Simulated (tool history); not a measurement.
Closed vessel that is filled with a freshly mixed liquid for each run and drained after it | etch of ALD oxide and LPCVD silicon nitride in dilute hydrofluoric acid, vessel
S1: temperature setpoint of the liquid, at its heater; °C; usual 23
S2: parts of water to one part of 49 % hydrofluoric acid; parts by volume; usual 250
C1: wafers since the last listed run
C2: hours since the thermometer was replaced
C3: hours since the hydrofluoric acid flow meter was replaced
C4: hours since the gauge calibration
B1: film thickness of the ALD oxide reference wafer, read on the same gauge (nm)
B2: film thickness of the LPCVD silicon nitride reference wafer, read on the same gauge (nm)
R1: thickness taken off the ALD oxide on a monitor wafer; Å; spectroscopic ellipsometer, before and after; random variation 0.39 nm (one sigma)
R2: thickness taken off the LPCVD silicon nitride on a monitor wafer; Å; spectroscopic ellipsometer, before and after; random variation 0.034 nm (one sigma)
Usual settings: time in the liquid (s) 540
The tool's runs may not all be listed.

run 1 hour=0 | S1=23 S2=180 time_in_the_liquid_(s)=540 | C1=0 C2=1602.4 C3=47.4 C4=1987.4 | B1=69.99 B2=50.013 | R1=742.2 R2=14.5
run 2 hour=28.2 | S1=23 S2=250 time_in_the_liquid_(s)=540 | C1=2101 C2=1630.6 C3=75.6 C4=2015.6 | B1=70 B2=49.981 | R1=496.1 R2=10.87
-- hour=87.2 gauge calibrated
run 3 hour=243.7 | S1=21.5 S2=250 time_in_the_liquid_(s)=540 | C1=16055 C2=1846.1 C3=291.1 C4=156.5 | B1=69.99 B2=49.995 | R1=459.4 R2=9
run 4 hour=306.9 | S1=21.5 S2=250 time_in_the_liquid_(s)=540 | C1=4708 C2=1909.3 C3=354.3 C4=219.7 | B1=70 B2=50.019 | R1=459.5 R2=9.98
run 5 hour=353.3 | S1=23 S2=250 time_in_the_liquid_(s)=540 | C1=3457 C2=1955.7 C3=400.7 C4=266.1 | B1=70 B2=50.007 | R1=490.9 R2=10.91
run 6 hour=394.2 | S1=25.5 S2=250 time_in_the_liquid_(s)=540 | C1=3047 C2=1996.6 C3=441.6 C4=307 | B1=70 B2=49.999 | R1=530.6 R2=12.71
run 7 hour=430.8 | S1=23 S2=250 time_in_the_liquid_(s)=540 | C1=2726 C2=2033.2 C3=478.2 C4=343.6 | B1=70 B2=50.021 | R1=480.2 R2=10.05
run 8 hour=460.5 | S1=27 S2=340 time_in_the_liquid_(s)=285 | C1=2212 C2=2062.9 C3=507.9 C4=373.3 | B1=69.98 B2=50.009 | R1=192.6 R2=5.39
-- hour=506 thermometer replaced
run 9 hour=520.5 | S1=23 S2=250 time_in_the_liquid_(s)=385 | C1=4395 C2=14.5 C3=567.9 C4=433.3 | B1=70.01 B2=49.999 | R1=340.1 R2=6.87
run 10 hour=583.4 | S1=25.5 S2=200 time_in_the_liquid_(s)=540 | C1=4686 C2=77.4 C3=630.8 C4=496.2 | B1=70.01 B2=50.013 | R1=690.6 R2=15.52
run 11 hour=632.1 | S1=24.5 S2=345 time_in_the_liquid_(s)=400 | C1=3628 C2=126.1 C3=679.5 C4=544.9 | B1=69.98 B2=49.999 | R1=248.3 R2=5.98
run 12 hour=697 | S1=25 S2=250 time_in_the_liquid_(s)=540 | C1=4835 C2=191 C3=744.4 C4=609.8 | B1=69.97 B2=49.985 | R1=503.9 R2=11.22
run 13 hour=764.6 | S1=20.5 S2=360 time_in_the_liquid_(s)=540 | C1=5036 C2=258.6 C3=812 C4=677.4 | B1=70.02 B2=50.011 | R1=268.7 R2=6.24
run 14 hour=808 | S1=23 S2=250 time_in_the_liquid_(s)=540 | C1=3233 C2=302 C3=855.4 C4=720.8 | B1=70 B2=49.978 | R1=475.3 R2=10.61
run 15 hour=850.2 | S1=23 S2=285 time_in_the_liquid_(s)=670 | C1=3144 C2=344.2 C3=897.6 C4=763 | B1=70.01 B2=50.006 | R1=499.5 R2=11.35
run 16 hour=909.2 | S1=23 S2=250 time_in_the_liquid_(s)=220 | C1=4395 C2=403.2 C3=956.6 C4=822 | B1=70.03 B2=50.011 | R1=187.3 R2=4.18
run 17 hour=950.6 | S1=19 S2=170 time_in_the_liquid_(s)=425 | C1=3084 C2=444.6 C3=998 C4=863.4 | B1=70 B2=49.995 | R1=506.7 R2=9.22
run 18 hour=1018.7 | S1=24.5 S2=250 time_in_the_liquid_(s)=540 | C1=5073 C2=512.7 C3=1066.1 C4=931.5 | B1=69.99 B2=49.986 | R1=492.9 R2=11.28
run 19 hour=1059 | S1=23 S2=285 time_in_the_liquid_(s)=245 | C1=3002 C2=553 C3=1106.4 C4=971.8 | B1=70 B2=50.002 | R1=179.8 R2=4.18
run 20 hour=1123.3 | S1=23 S2=210 time_in_the_liquid_(s)=540 | C1=4790 C2=617.3 C3=1170.7 C4=1036.1 | B1=70.01 B2=49.972 | R1=573.1 R2=11.78
run 21 hour=1177.7 | S1=23 S2=250 time_in_the_liquid_(s)=540 | C1=4053 C2=671.7 C3=1225.1 C4=1090.5 | B1=69.98 B2=50.001 | R1=456.2 R2=10.52
run 22 hour=1225.4 | S1=23 S2=250 time_in_the_liquid_(s)=540 | C1=3553 C2=719.4 C3=1272.8 C4=1138.2 | B1=70.01 B2=50.016 | R1=458.4 R2=9.7
run 23 hour=1263.6 | S1=23 S2=335 time_in_the_liquid_(s)=410 | C1=2846 C2=757.6 C3=1311 C4=1176.4 | B1=70.03 B2=50.012 | R1=239 R2=5.58
run 24 hour=1316.4 | S1=23 S2=200 time_in_the_liquid_(s)=540 | C1=3933 C2=810.4 C3=1363.8 C4=1229.2 | B1=70.01 B2=49.988 | R1=605.7 R2=12.82
run 25 hour=1374.2 | S1=26 S2=370 time_in_the_liquid_(s)=810 | C1=4306 C2=868.2 C3=1421.6 C4=1287 | B1=69.99 B2=50.019 | R1=450.5 R2=12.63
run 26 hour=1398.8 | S1=27.5 S2=145 time_in_the_liquid_(s)=290 | C1=1832 C2=892.8 C3=1446.2 C4=1311.6 | B1=69.99 B2=50.009 | R1=562.2 R2=11.95

What the log doesn't show, run by run:
liquid hotter than its thermometer reads (K): 0 in every run
gauge reads high (%): 0 in every run
H1: hydrofluoric acid flow below the setpoint (%)
run=1 H1=0.745
run=2 H1=0.873
run=3 H1=1.86
run=4 H1=2.14
run=5 H1=2.36
run=6 H1=2.54
run=7 H1=2.71
run=8 H1=2.84
run=9 H1=3.12
run=10 H1=3.4
run=11 H1=3.63
run=12 H1=3.92
run=13 H1=4.23
run=14 H1=4.43
run=15 H1=4.62
run=16 H1=4.89
run=17 H1=5.08
run=18 H1=5.39
run=19 H1=5.57
run=20 H1=5.86
run=21 H1=6.11
run=22 H1=6.33
run=23 H1=6.5
run=24 H1=6.74
run=25 H1=7.01
run=26 H1=7.12
